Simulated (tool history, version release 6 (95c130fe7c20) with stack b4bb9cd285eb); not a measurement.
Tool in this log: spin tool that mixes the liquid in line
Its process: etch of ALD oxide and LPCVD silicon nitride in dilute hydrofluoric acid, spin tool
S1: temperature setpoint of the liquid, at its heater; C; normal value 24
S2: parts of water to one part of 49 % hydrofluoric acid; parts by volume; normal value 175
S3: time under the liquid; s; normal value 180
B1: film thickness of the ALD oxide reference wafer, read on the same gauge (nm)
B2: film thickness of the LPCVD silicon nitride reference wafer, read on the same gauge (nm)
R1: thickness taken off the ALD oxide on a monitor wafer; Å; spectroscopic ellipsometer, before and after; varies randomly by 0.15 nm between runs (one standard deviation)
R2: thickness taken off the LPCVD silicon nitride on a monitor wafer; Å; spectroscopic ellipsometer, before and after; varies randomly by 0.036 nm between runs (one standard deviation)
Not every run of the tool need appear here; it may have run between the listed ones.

{"run": 1, "hour": 0.0, "S1": 27, "S2": 175, "S3": 180, "B1": 119.98, "B2": 110.005, "R1": 219.9, "R2": 6.04}
{"run": 2, "hour": 33.3, "S1": 27, "S2": 175, "S3": 180, "B1": 120.05, "B2": 109.985, "R1": 223.1, "R2": 6.96}
{"run": 3, "hour": 62.8, "S1": 24, "S2": 175, "S3": 225, "B1": 119.97, "B2": 110.007, "R1": 247.4, "R2": 7.15}
{"run": 4, "hour": 125.4, "S1": 24, "S2": 175, "S3": 225, "B1": 119.98, "B2": 110.01, "R1": 249.9, "R2": 6.88}
{"run": 5, "hour": 190.7, "S1": 24, "S2": 175, "S3": 150, "B1": 120, "B2": 109.988, "R1": 166.9, "R2": 4.34}
{"hour": 217.4, "done": "gauge calibrated"}
{"run": 6, "hour": 257.4, "S1": 24, "S2": 175, "S3": 150, "B1": 120.02, "B2": 110.001, "R1": 168.7, "R2": 4.46}
{"run": 7, "hour": 294.5, "S1": 24, "S2": 175, "S3": 150, "B1": 119.96, "B2": 110.021, "R1": 166.2, "R2": 4.66}
{"hour": 300.9, "done": "hydrofluoric acid flow meter replaced"}
{"hour": 321.8, "done": "thermometer replaced"}
{"run": 8, "hour": 341.4, "S1": 24, "S2": 145, "S3": 180, "B1": 120.01, "B2": 109.984, "R1": 233.4, "R2": 5.8}
{"run": 9, "hour": 377.8, "S1": 24, "S2": 145, "S3": 180, "B1": 120, "B2": 110.008, "R1": 231.6, "R2": 5.74}
{"run": 10, "hour": 432.2, "S1": 24, "S2": 145, "S3": 180, "B1": 120, "B2": 109.981, "R1": 230.6, "R2": 5.64}
{"run": 11, "hour": 466.6, "S1": 24, "S2": 175, "S3": 180, "B1": 120.01, "B2": 110.016, "R1": 186.4, "R2": 4.65}
{"run": 12, "hour": 524.7, "S1": 24, "S2": 245, "S3": 270, "B1": 119.99, "B2": 109.98, "R1": 185.5, "R2": 5.55}
{"run": 13, "hour": 571.2, "S1": 24, "S2": 175, "S3": 180, "B1": 120.04, "B2": 109.972, "R1": 187.4, "R2": 5.47}
{"run": 14, "hour": 629.9, "S1": 24, "S2": 210, "S3": 215, "B1": 119.99, "B2": 109.983, "R1": 181.3, "R2": 4.94}
{"run": 15, "hour": 664.1, "S1": 20.5, "S2": 260, "S3": 180, "B1": 120.03, "B2": 110, "R1": 100.6, "R2": 2.42}
{"run": 16, "hour": 695.8, "S1": 24, "S2": 175, "S3": 180, "B1": 120.03, "B2": 109.989, "R1": 189.6, "R2": 5.23}

Predict the results of run 17:
{"run": 17, "hour": 732.9, "S1": 25.5, "S2": 115, "S3": 230, "B1": "?", "B2": "?", "R1": "?", "R2": "?"}

{"run 17": {"B1": 120.01, "B2": 110, "R1": 416.1, "R2": 11.13}}
Had the tool carried no hidden state, the very same run would have given R1 408.4 Å, R2 10.79 Å.
